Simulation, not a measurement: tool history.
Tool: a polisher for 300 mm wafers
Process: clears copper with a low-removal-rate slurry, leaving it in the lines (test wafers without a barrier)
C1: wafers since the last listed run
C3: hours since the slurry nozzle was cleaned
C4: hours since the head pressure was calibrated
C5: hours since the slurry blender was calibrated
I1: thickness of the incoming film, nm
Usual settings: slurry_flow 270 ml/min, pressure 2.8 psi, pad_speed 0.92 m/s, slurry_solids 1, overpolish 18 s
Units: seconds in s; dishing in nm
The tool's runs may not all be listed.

run 1 hour=0 | slurry_flow=270 pressure=2.8 pad_speed=0.92 slurry_solids=1 overpolish=18 | C1=0 wafers_polished_on_this_pad=615 C3=663.3 C4=988.6 C5=145.9 | I1=293.3 | seconds=113.4 dishing=25.9
run 2 hour=14.8 | slurry_flow=270 pressure=2.8 pad_speed=0.92 slurry_solids=1 overpolish=18 | C1=129 wafers_polished_on_this_pad=745 C3=678.1 C4=1003.4 C5=160.7 | I1=292.4 | seconds=113.9 dishing=25.8
-- hour=23.8 worn pad replaced by a new one
run 3 hour=42 | slurry_flow=270 pressure=2.8 pad_speed=0.92 slurry_solids=1 overpolish=18 | C1=203 wafers_polished_on_this_pad=159 C3=705.3 C4=1030.6 C5=187.9 | I1=290.8 | seconds=111.8 dishing=24.7
-- hour=120.5 worn pad replaced by a new one
run 4 hour=142.4 | slurry_flow=270 pressure=2.8 pad_speed=0.92 slurry_solids=1 overpolish=18 | C1=843 wafers_polished_on_this_pad=191 C3=805.7 C4=1131 C5=288.3 | I1=289.9 | seconds=118.2 dishing=25.8
run 5 hour=174.5 | slurry_flow=270 pressure=2.8 pad_speed=0.92 slurry_solids=1 overpolish=18 | C1=280 wafers_polished_on_this_pad=472 C3=837.8 C4=1163.1 C5=320.4 | I1=296.1 | seconds=123.4 dishing=26.7
-- hour=189.9 head pressure recalibrated
run 6 hour=190.6 | slurry_flow=270 pressure=2.8 pad_speed=0.92 slurry_solids=1 overpolish=18 | C1=123 wafers_polished_on_this_pad=596 C3=853.9 C4=0.7 C5=336.5 | I1=288 | seconds=112.9 dishing=25.6
-- hour=205.9 worn pad replaced by a new one
-- hour=212.8 slurry nozzle cleaned
run 7 hour=223.1 | slurry_flow=270 pressure=2.8 pad_speed=0.92 slurry_solids=1 overpolish=18 | C1=240 wafers_polished_on_this_pad=142 C3=10.3 C4=33.2 C5=369 | I1=290.9 | seconds=118.4 dishing=25.5
-- hour=228.4 slurry blender recalibrated
run 8 hour=258.4 | slurry_flow=270 pressure=2.8 pad_speed=0.92 slurry_solids=1 overpolish=18 | C1=291 wafers_polished_on_this_pad=433 C3=45.6 C4=68.5 C5=30 | I1=292.8 | seconds=111.6 dishing=26.8
run 9 hour=270.8 | slurry_flow=205 pressure=2.8 pad_speed=0.92 slurry_solids=1 overpolish=21 | C1=108 wafers_polished_on_this_pad=542 C3=58 C4=80.9 C5=42.4 | I1=287.9 | seconds=113.5 dishing=29.4
run 10 hour=303.1 | slurry_flow=320 pressure=2.8 pad_speed=0.92 slurry_solids=1 overpolish=18 | C1=282 wafers_polished_on_this_pad=824 C3=90.3 C4=113.2 C5=74.7 | I1=289.7 | seconds=110.3 dishing=27.8
-- hour=311.1 worn pad replaced by a new one
run 11 hour=326.9 | slurry_flow=270 pressure=2.8 pad_speed=0.92 slurry_solids=1 overpolish=18 | C1=173 wafers_polished_on_this_pad=138 C3=114.1 C4=137 C5=98.5 | I1=285 | seconds=110.4 dishing=27.1
run 12 hour=358.4 | slurry_flow=270 pressure=2.8 pad_speed=0.92 slurry_solids=1 overpolish=18 | C1=275 wafers_polished_on_this_pad=414 C3=145.6 C4=168.5 C5=130 | I1=293.3 | seconds=116.1 dishing=26.7
run 13 hour=387.6 | slurry_flow=320 pressure=2.5 pad_speed=0.92 slurry_solids=0.75 overpolish=22 | C1=255 wafers_polished_on_this_pad=669 C3=174.8 C4=197.7 C5=159.2 | I1=285.3 | seconds=127.9 dishing=27.3
-- hour=395.4 worn pad replaced by a new one
run 14 hour=418.6 | slurry_flow=270 pressure=2.8 pad_speed=1.08 slurry_solids=1.1 overpolish=9 | C1=236 wafers_polished_on_this_pad=203 C3=205.8 C4=228.7 C5=190.2 | I1=288.5 | seconds=99.4 dishing=15.5
run 15 hour=450.8 | slurry_flow=270 pressure=2.8 pad_speed=0.66 slurry_solids=1 overpolish=24 | C1=281 wafers_polished_on_this_pad=485 C3=238 C4=260.9 C5=222.4 | I1=284.5 | seconds=144.9 dishing=26
run 16 hour=466.6 | slurry_flow=270 pressure=2.8 pad_speed=0.92 slurry_solids=1 overpolish=18 | C1=138 wafers_polished_on_this_pad=623 C3=253.8 C4=276.7 C5=238.2 | I1=292.6 | seconds=117.8 dishing=26.5

How the hidden state differs across the entries between the runs, from the last listed run before each to the first after it:
Between runs 2 and 3: worn pad replaced by a new one (hour 23.8)
  abrasive missing from the slurry, %: 17.3 -> 19.7
  measured less the result without the state, seconds: +3.9 -> +4.4 s; dishing: -0.7 -> -0.9 nm
Between runs 3 and 4: worn pad replaced by a new one (hour 120.5)
  abrasive missing from the slurry, %: 19.7 -> 28.8
  measured less the result without the state, seconds: +4.4 -> +7 s; dishing: -0.9 -> -1.4 nm
Between runs 5 and 6: head pressure recalibrated (hour 189.9)
  abrasive missing from the slurry, %: 31.7 -> 33.1
  measured less the result without the state, seconds: +8.1 -> +7.8 s; dishing: -1.6 -> -1.6 nm
Between runs 6 and 7: worn pad replaced by a new one (hour 205.9); slurry nozzle cleaned (hour 212.8)
  abrasive missing from the slurry, %: 33.1 -> 36.1
  measured less the result without the state, seconds: +7.8 -> +9 s; dishing: -1.6 -> -1.7 nm
Between runs 7 and 8: slurry blender recalibrated (hour 228.4)
  abrasive missing from the slurry, %: 36.1 -> 4.95
  measured less the result without the state, seconds: +9 -> +1 s; dishing: -1.7 -> -0.2 nm
Between runs 10 and 11: worn pad replaced by a new one (hour 311.1)
  abrasive missing from the slurry, %: 8.98 -> 11.1
  measured less the result without the state, seconds: +1.9 -> +2.4 s; dishing: -0.4 -> -0.5 nm
Between runs 13 and 14: worn pad replaced by a new one (hour 395.4)
  abrasive missing from the slurry, %: 16.6 -> 19.4
  measured less the result without the state, seconds: +4 -> +3.8 s; dishing: -0.8 -> -0.6 nm
